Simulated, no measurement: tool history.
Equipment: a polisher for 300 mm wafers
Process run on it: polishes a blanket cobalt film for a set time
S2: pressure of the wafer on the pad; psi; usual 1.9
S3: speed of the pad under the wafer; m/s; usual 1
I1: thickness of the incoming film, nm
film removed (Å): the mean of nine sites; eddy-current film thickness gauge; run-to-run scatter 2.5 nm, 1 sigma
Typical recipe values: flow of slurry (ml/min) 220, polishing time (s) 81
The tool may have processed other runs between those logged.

Run 1, hour 0: usual settings; I1 1163.3. Result: film removed (Å) 3997.
Run 2, hour 77.6: usual settings; I1 1149.1. Result: film removed (Å) 3976.
Run 3, hour 178.2: usual settings; I1 1159.7. Result: film removed (Å) 3979.
Run 4, hour 282.5: usual settings; I1 1153.7. Result: film removed (Å) 3960.
Run 5, hour 381: usual settings; I1 1144.3. Result: film removed (Å) 4007.
Run 6, hour 453.2: usual settings; I1 1150. Result: film removed (Å) 3987.
Run 7, hour 546.1: usual settings; I1 1167.9. Result: film removed (Å) 3962.
Run 8, hour 621.1: usual settings; I1 1174.7. Result: film removed (Å) 3955.
Run 9, hour 664: usual settings but S2 2.5 psi; I1 1166.9. Result: film removed (Å) 4681.
Run 10, hour 767.4: usual settings but flow of slurry (ml/min) 160, S2 1.5 psi, S3 1.14 m/s; I1 1149.7. Result: film removed (Å) 3767.
Run 11, hour 861.5: usual settings; I1 1131.4. Result: film removed (Å) 3950.
Run 12, hour 938.4: usual settings but flow of slurry (ml/min) 185, S2 1.4 psi, S3 1.22 m/s; I1 1151.9. Result: film removed (Å) 3933.
Run 13, hour 976.5: usual settings but S3 0.74 m/s; I1 1144.8. Result: film removed (Å) 3011.
Run 14, hour 1075.8: usual settings but S2 2.4 psi, polishing time (s) 103; I1 1144.4. Result: film removed (Å) 5832.
Run 15, hour 1120.4: usual settings but flow of slurry (ml/min) 170, polishing time (s) 96; I1 1173. Result: film removed (Å) 4533.
Run 16, hour 1216.6: usual settings; I1 1144.7. Result: film removed (Å) 3997.
Run 17, hour 1253.5: usual settings but flow of slurry (ml/min) 200, S2 1.4 psi; I1 1167.1. Result: film removed (Å) 3290.

Withheld: 9 entries from between the runs. Position of each, and hidden state at the listed run before versus the listed run after:
In the gap between runs 1 and 2: slurry nozzle cleaned (hour 26); worn pad replaced by a new one (hour 59.3)
  no difference in the tool's unlogged condition between these two runs
In the gap between runs 4 and 5: worn pad replaced by a new one (hour 302.8)
  no difference in the tool's unlogged condition between these two runs
In the gap between runs 6 and 7: slurry nozzle cleaned (hour 456.6)
  no difference in the tool's unlogged condition between these two runs
In the gap between runs 7 and 8: worn pad replaced by a new one (hour 581.8)
  no difference in the tool's unlogged condition between these two runs
In the gap between runs 10 and 11: worn pad replaced by a new one (hour 819.5)
  no difference in the tool's unlogged condition between these two runs
In the gap between runs 11 and 12: slurry nozzle cleaned (hour 884.9)
  no difference in the tool's unlogged condition between these two runs
In the gap between runs 13 and 14: head pressure recalibrated (hour 1000.8); worn pad replaced by a new one (hour 1053.8)
  no difference in the tool's unlogged condition between these two runs
